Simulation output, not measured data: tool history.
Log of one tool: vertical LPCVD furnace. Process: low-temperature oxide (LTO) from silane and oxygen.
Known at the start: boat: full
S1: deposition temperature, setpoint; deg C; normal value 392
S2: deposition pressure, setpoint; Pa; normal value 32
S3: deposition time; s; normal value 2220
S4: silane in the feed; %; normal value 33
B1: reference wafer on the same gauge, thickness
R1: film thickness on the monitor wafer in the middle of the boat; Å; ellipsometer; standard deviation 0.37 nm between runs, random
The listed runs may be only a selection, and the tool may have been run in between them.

run	hour	S1	S2	S3	S4	B1	R1
1	0	397	32	2220	33	260.97	2601.9
2	14.2	397	32	2220	33	261.14	2603.2
3	31.5	397	32	2220	33	261.06	2604.1
# hour 57.9: pressure gauge zeroed
4	58.4	392	32	2220	33	261	2454.2
5	62.1	392	32	2220	33	260.97	2451.5
6	66.4	392	32	2220	33	261.1	2454.1
7	81	392	32	1740	33	261.01	1922.6
# hour 111.7: gauge calibrated
# hour 114.2: silane flow controller replaced
8	114.7	392	32	1740	33	260.97	1920.1
9	118.5	392	28.7	2220	27	261.02	1633.4
10	122.2	397	32	2220	33	261.04	2598.8
# hour 150.6: thermocouples replaced and temperature profile calibrated
11	151.1	402	32	2790	33	261.09	3468.6
12	154.9	387	32	1530	27	260.89	1178.9
13	162	385	38.7	1860	36	260.94	2575.8
14	168.6	396	28.7	2220	33	260.98	2311.9
15	176.2	383	38	2580	35	260.92	3293.2
16	185.4	398	32	2220	27	261.02	1963.1
17	191.5	402	38.7	2730	33	261	4095.5

What if the next run were any one of these 5? Each begins from the tool's condition after run 17:
A	195.3	392	29.3	2220	33	?	?
B	195.3	397	24.7	2220	33	?	?
C	195.3	392	35.3	2220	28	?	?
D	195.3	392	26.7	2220	33	?	?
E	195.3	392	32	1980	33	?	?

run	B1	R1
A	260.97	2249.5
B	260.97	2007.5
C	260.97	2127.1
D	260.97	2045
E	260.97	2188.7
With the hidden condition removed and each run's random variation left untouched, the same runs would have given:
run	R1
A	2249.5
B	2007.5
C	2127.1
D	2045
E	2188.7

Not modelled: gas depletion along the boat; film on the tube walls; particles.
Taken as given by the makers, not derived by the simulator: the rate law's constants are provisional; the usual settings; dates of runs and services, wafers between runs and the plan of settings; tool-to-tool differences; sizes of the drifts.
